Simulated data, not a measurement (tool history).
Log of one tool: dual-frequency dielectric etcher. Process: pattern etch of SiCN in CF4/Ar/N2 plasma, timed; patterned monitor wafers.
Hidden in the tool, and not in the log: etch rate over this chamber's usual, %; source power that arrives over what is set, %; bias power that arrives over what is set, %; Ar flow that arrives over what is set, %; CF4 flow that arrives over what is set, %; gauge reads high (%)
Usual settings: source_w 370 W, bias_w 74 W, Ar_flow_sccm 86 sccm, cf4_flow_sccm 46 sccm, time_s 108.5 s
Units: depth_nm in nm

| run | hour | source_w | bias_w | Ar_flow_sccm | cf4_flow_sccm | time_s | wafers since the last listed run | hours since the last wet clean | hours since the last source power generator calibration | hours since the last bias power generator calibration | hours since the last Ar flow controller change | hours since the last CF4 flow controller change | hours since the last upper electrode change | hours since the gauge calibration | read-back reference wafer on the same gauge, depth_nm | depth_nm |
|---|---|---|---|---|---|---|---|---|---|---|---|---|---|---|---|---|
| 1 | 0 | 370 | 74 | 86 | 53 | 108.5 | 0 | 120.9 | 3893.4 | 3995.8 | 3765.7 | 1697.3 | 3232.7 | 91 | 59.4 | 75.9 |
| 2 | 29.2 | 370 | 74 | 86 | 53 | 108.5 | 226 | 150.1 | 3922.6 | 4025 | 3794.9 | 1726.5 | 3261.9 | 120.2 | 59.4 | 76 |
| 3 | 87 | 370 | 74 | 86 | 53 | 108.5 | 449 | 207.9 | 3980.4 | 4082.8 | 3852.7 | 1784.3 | 3319.7 | 178 | 59.2 | 76 |
| 4 | 116.3 | 370 | 74 | 86 | 48 | 131.5 | 227 | 237.2 | 4009.7 | 4112.1 | 3882 | 1813.6 | 3349 | 207.3 | 59.2 | 89.8 |
| 5 | 146.2 | 370 | 74 | 86 | 48 | 131.5 | 232 | 267.1 | 4039.6 | 4142 | 3911.9 | 1843.5 | 3378.9 | 237.2 | 59 | 89.9 |
| 6 | 193.2 | 370 | 74 | 86 | 46 | 108.5 | 365 | 314.1 | 4086.6 | 4189 | 3958.9 | 1890.5 | 3425.9 | 284.2 | 58.9 | 73.3 |
|  | 246.5 | wet clean of the chamber |
| 7 | 260.3 | 370 | 74 | 86 | 46 | 108.5 | 335 | 13.8 | 4153.7 | 4256.1 | 4026 | 1957.6 | 3493 | 351.3 | 58.7 | 73.4 |
|  | 269.4 | bias power generator calibrated |
|  | 310.5 | gauge calibrated |
| 8 | 316.7 | 370 | 74 | 86 | 53 | 108.5 | 407 | 70.2 | 4210.1 | 47.3 | 4082.4 | 2014 | 3549.4 | 6.2 | 59.3 | 75.6 |
| 9 | 377 | 410 | 74 | 100 | 46 | 124.5 | 468 | 130.5 | 4270.4 | 107.6 | 4142.7 | 2074.3 | 3609.7 | 66.5 | 59.2 | 91.9 |
|  | 402.2 | source power generator calibrated |
|  | 446 | upper electrode replaced |
| 10 | 446.5 | 370 | 66 | 101 | 46 | 108.5 | 322 | 200 | 44.3 | 177.1 | 4212.2 | 2143.8 | 0.5 | 136 | 59.1 | 70.2 |
| 11 | 473.8 | 370 | 92 | 86 | 54 | 126.5 | 212 | 227.3 | 71.6 | 204.4 | 4239.5 | 2171.1 | 27.8 | 163.3 | 59.1 | 93.2 |
|  | 500.5 | Ar flow controller replaced |
| 12 | 503.6 | 370 | 69 | 70 | 43 | 139 | 185 | 257.1 | 101.4 | 234.2 | 3.1 | 2200.9 | 57.6 | 193.1 | 59 | 95.1 |
|  | 560.1 | CF4 flow controller replaced |
|  | 618.9 | wet clean of the chamber |
| 13 | 619.4 | 430 | 74 | 86 | 46 | 80.5 | 667 | 0.5 | 217.2 | 350 | 118.9 | 59.3 | 173.4 | 308.9 | 58.7 | 62.9 |
|  | 648 | gauge calibrated |
| 14 | 661.2 | 340 | 90 | 86 | 46 | 108.5 | 324 | 42.3 | 259 | 391.8 | 160.7 | 101.1 | 215.2 | 13.2 | 59.5 | 71.2 |
| 15 | 714.8 | 370 | 74 | 86 | 56 | 108.5 | 416 | 95.9 | 312.6 | 445.4 | 214.3 | 154.7 | 268.8 | 66.8 | 59.4 | 76.6 |

5 ways to go on from here, each from the tool as it stands after run 15. What would each give?
| A | 715.2 | 370 | 74 | 108 | 46 | 108.5 | 3 | 96.3 | 313 | 445.8 | 214.7 | 155.1 | 269.2 | 67.2 | ? | ? |
| B | 715.2 | 370 | 74 | 75 | 39 | 108.5 | 3 | 96.3 | 313 | 445.8 | 214.7 | 155.1 | 269.2 | 67.2 | ? | ? |
| C | 715.2 | 420 | 85 | 100 | 46 | 125.5 | 3 | 96.3 | 313 | 445.8 | 214.7 | 155.1 | 269.2 | 67.2 | ? | ? |
| D | 715.2 | 370 | 74 | 99 | 46 | 79 | 3 | 96.3 | 313 | 445.8 | 214.7 | 155.1 | 269.2 | 67.2 | ? | ? |
| E | 715.2 | 370 | 62 | 101 | 46 | 108.5 | 3 | 96.3 | 313 | 445.8 | 214.7 | 155.1 | 269.2 | 67.2 | ? | ? |

| run | read-back reference wafer on the same gauge, depth_nm | depth_nm |
|---|---|---|
| A | 59.4 | 70.8 |
| B | 59.4 | 72.9 |
| C | 59.4 | 97.1 |
| D | 59.4 | 52.3 |
| E | 59.4 | 69.1 |
Without the tool's hidden state the same runs would have given:
| run | depth_nm |
|---|---|
| A | 70.8 |
| B | 72.8 |
| C | 97 |
| D | 52.3 |
| E | 69 |

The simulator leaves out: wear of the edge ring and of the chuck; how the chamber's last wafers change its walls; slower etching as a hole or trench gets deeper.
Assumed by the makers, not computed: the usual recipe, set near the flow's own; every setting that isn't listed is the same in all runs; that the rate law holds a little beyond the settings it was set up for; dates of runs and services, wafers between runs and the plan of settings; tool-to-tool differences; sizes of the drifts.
